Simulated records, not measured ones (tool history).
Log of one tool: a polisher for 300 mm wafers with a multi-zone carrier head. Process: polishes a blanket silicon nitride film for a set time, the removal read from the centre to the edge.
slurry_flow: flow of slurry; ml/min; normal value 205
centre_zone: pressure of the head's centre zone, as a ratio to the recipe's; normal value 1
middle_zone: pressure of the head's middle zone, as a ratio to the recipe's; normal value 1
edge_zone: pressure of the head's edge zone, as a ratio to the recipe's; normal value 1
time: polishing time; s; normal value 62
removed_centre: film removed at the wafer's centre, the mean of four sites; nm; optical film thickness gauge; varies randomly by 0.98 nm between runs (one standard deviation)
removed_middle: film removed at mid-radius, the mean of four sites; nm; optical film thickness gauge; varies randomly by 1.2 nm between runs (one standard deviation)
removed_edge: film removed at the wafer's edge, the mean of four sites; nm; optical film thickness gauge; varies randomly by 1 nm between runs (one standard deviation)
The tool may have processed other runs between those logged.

run	hour	slurry_flow	centre_zone	middle_zone	edge_zone	time	incoming thickness of the incoming film, nm	removed_centre	removed_middle	removed_edge
1	0	240	1	1	1	62	881.5	131.4	125.7	126.2
2	15.9	205	1	1	1	62	892.1	128.9	122.9	123.9
3	22.6	205	0.97	1	0.92	62	883.1	125.5	124.7	119.3
4	33.9	205	1	1	1	62	886.1	127.1	125.6	123.6
# hour 39.6: worn pad replaced by a new one, repeated, since the last time left the tool worse
5	44.7	165	1	1	1	62	901.3	140.3	134.6	137.8
6	50.8	205	0.89	1.04	1	62	900.1	130.2	143.7	138.4
7	57.7	205	1	1	1	62	900.6	140.7	138.5	138.4
8	64.3	205	0.93	1.11	1.05	62	891.9	134.5	147.3	139
9	77.5	205	1	0.93	1.08	62	889	139.6	126.1	142.1
10	89.8	155	1.07	1	1.04	62	892.9	141.8	130.4	134.9
11	105.3	255	1	1	0.94	62	906.9	141.4	136.7	133.7
# hour 121.4: worn pad replaced by a new one
12	121.9	155	1	1	1	62	901.2	141.4	137.7	139
# hour 127.1: centre zone pressure recalibrated
# hour 130.8: edge zone pressure recalibrated
# hour 135.5: carrier head's membrane replaced by a new one
13	136.6	205	1	1	1	62	900.8	143.8	135.9	141.1
14	151.6	175	1.11	0.95	0.96	62	877	150	130.7	135
15	167.5	175	1	1	1	83	892.8	185.7	178.3	182.9
16	182.5	205	1	1	1	62	885.4	140.6	134.6	135.2
17	196.9	205	0.96	1	1	47	880.4	103.4	101	102.8
# hour 201.5: worn pad replaced by a new one
18	209.9	205	0.92	1	1	62	878.3	136.4	140.2	142.4
19	222.4	205	1	1	1	62	898.1	143.7	136.8	140.7
20	228.6	205	1	1	0.89	62	876.3	141.9	137.9	130.8
21	241.1	175	1	1	1	62	890.8	139	134.8	135.2

Each run again, without the hidden state but with its own random variation kept:
Hidden conditions of the tool in this case: removal rate lost through wear of the pad, %; slurry flow missing at the pad, %; deviation of the centre zone's pressure from its setpoint, %; deviation of the edge zone's pressure from its setpoint, %.
run	removed_centre	removed_middle	removed_edge
1	150.8	144.3	145
2	148.4	141.5	142.6
3	144.6	143.7	137.5
4	146.5	144.9	142.5
5	143	137.2	140.5
6	133.8	147.7	142.3
7	145.8	143.5	143.4
8	140.2	153.5	144.9
9	146.7	132.6	149.4
10	149.9	137.8	142.5
11	150.1	145.1	142
12	141.8	138	139.3
13	147.1	139	144.4
14	155.4	135.5	139.9
15	194.1	186.4	191.2
16	147.7	141.3	141.9
17	108.9	106.3	108.3
18	138.3	142	144.3
19	147.7	140.6	144.6
20	146.6	142.4	135.1
21	144.7	140.3	140.8
